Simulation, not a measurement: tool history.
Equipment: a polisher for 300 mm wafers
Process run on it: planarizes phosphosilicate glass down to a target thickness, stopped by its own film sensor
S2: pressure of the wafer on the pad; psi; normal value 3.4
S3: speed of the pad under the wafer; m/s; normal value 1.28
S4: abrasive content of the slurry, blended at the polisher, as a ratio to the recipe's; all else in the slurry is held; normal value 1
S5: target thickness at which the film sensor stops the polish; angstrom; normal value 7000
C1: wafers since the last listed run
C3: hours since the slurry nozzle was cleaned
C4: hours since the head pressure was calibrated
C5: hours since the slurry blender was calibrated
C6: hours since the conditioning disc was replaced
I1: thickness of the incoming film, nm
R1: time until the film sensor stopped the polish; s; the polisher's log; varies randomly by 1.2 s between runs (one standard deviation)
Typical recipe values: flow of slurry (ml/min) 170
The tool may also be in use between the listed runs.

run 1 hour=0 | flow_of_slurry_(ml/min)=170 S2=3.4 S3=1.28 S4=0.8 S5=7000 | C1=0 wafers_polished_on_this_pad=3046 C3=320.3 C4=1274 C5=166.6 C6=133.3 | I1=1595.9 | R1=103.7
-- hour=9.5 worn pad replaced by a new one
run 2 hour=61.9 | flow_of_slurry_(ml/min)=170 S2=3.4 S3=1.28 S4=0.8 S5=7000 | C1=394 wafers_polished_on_this_pad=356 C3=382.2 C4=1335.9 C5=228.5 C6=195.2 | I1=1562.8 | R1=101.7
run 3 hour=105.3 | flow_of_slurry_(ml/min)=170 S2=3.4 S3=1.28 S4=1 S5=7000 | C1=295 wafers_polished_on_this_pad=652 C3=425.6 C4=1379.3 C5=271.9 C6=238.6 | I1=1590.6 | R1=95.3
-- hour=118.2 slurry nozzle cleaned
run 4 hour=130.5 | flow_of_slurry_(ml/min)=170 S2=3.4 S3=1.28 S4=0.75 S5=8040 | C1=164 wafers_polished_on_this_pad=817 C3=12.3 C4=1404.5 C5=297.1 C6=263.8 | I1=1613 | R1=99.8
run 5 hour=197.9 | flow_of_slurry_(ml/min)=170 S2=3.4 S3=1.28 S4=0.75 S5=8040 | C1=458 wafers_polished_on_this_pad=1276 C3=79.7 C4=1471.9 C5=364.5 C6=331.2 | I1=1565.3 | R1=99.1
-- hour=225.9 slurry blender recalibrated
run 6 hour=231.1 | flow_of_slurry_(ml/min)=170 S2=4.3 S3=1.28 S4=1 S5=7000 | C1=212 wafers_polished_on_this_pad=1488 C3=112.9 C4=1505.1 C5=5.2 C6=364.4 | I1=1571.5 | R1=60.8
-- hour=257.3 head pressure recalibrated
-- hour=286.4 conditioning disc replaced and pad reconditioned
run 7 hour=296.7 | flow_of_slurry_(ml/min)=170 S2=4.3 S3=1.28 S4=1 S5=7000 | C1=419 wafers_polished_on_this_pad=1907 C3=178.5 C4=39.4 C5=70.8 C6=10.3 | I1=1607.5 | R1=65.5
-- hour=368.9 worn pad replaced by a new one
run 8 hour=478.6 | flow_of_slurry_(ml/min)=170 S2=3.4 S3=1.5 S4=1 S5=7000 | C1=1211 wafers_polished_on_this_pad=747 C3=360.4 C4=221.3 C5=252.7 C6=192.2 | I1=1591.9 | R1=84.2
run 9 hour=525.3 | flow_of_slurry_(ml/min)=170 S2=3.8 S3=1.28 S4=1 S5=7000 | C1=317 wafers_polished_on_this_pad=1064 C3=407.1 C4=268 C5=299.4 C6=238.9 | I1=1582.8 | R1=84.5
-- hour=555.8 slurry nozzle cleaned
run 10 hour=570.7 | flow_of_slurry_(ml/min)=170 S2=4.3 S3=1.28 S4=0.8 S5=7000 | C1=302 wafers_polished_on_this_pad=1367 C3=14.9 C4=313.4 C5=344.8 C6=284.3 | I1=1620.2 | R1=87.7
run 11 hour=620.8 | flow_of_slurry_(ml/min)=170 S2=3.4 S3=1.54 S4=1 S5=7000 | C1=341 wafers_polished_on_this_pad=1708 C3=65 C4=363.5 C5=394.9 C6=334.4 | I1=1580 | R1=83.2
-- hour=649.8 slurry blender recalibrated
-- hour=658.1 conditioning disc replaced and pad reconditioned
run 12 hour=672.2 | flow_of_slurry_(ml/min)=205 S2=3 S3=1.28 S4=1 S5=7000 | C1=322 wafers_polished_on_this_pad=2030 C3=116.4 C4=414.9 C5=22.4 C6=14.1 | I1=1625 | R1=91.9
run 13 hour=741.5 | flow_of_slurry_(ml/min)=190 S2=3.4 S3=1.28 S4=1 S5=7000 | C1=471 wafers_polished_on_this_pad=2502 C3=185.7 C4=484.2 C5=91.7 C6=83.4 | I1=1573.6 | R1=82.6
run 14 hour=773 | flow_of_slurry_(ml/min)=135 S2=3.4 S3=1.1 S4=1 S5=7000 | C1=214 wafers_polished_on_this_pad=2717 C3=217.2 C4=515.7 C5=123.2 C6=114.9 | I1=1585.1 | R1=102.6
-- hour=804.5 worn pad replaced by a new one
run 15 hour=805 | flow_of_slurry_(ml/min)=115 S2=2.6 S3=1.06 S4=1 S5=8660 | C1=190 wafers_polished_on_this_pad=3 C3=249.2 C4=547.7 C5=155.2 C6=146.9 | I1=1577.9 | R1=117.9

What does the tool deliver on the next run?
run 16 hour=872.5 | flow_of_slurry_(ml/min)=170 S2=3.4 S3=1.28 S4=1 S5=7000 | C1=459 wafers_polished_on_this_pad=463 C3=316.7 C4=615.2 C5=222.7 C6=214.4 | I1=1581.9 | R1=?

{"run 16": {"R1": 92.9}}
With no hidden state in the tool, this same run would have given R1 78.3 s.
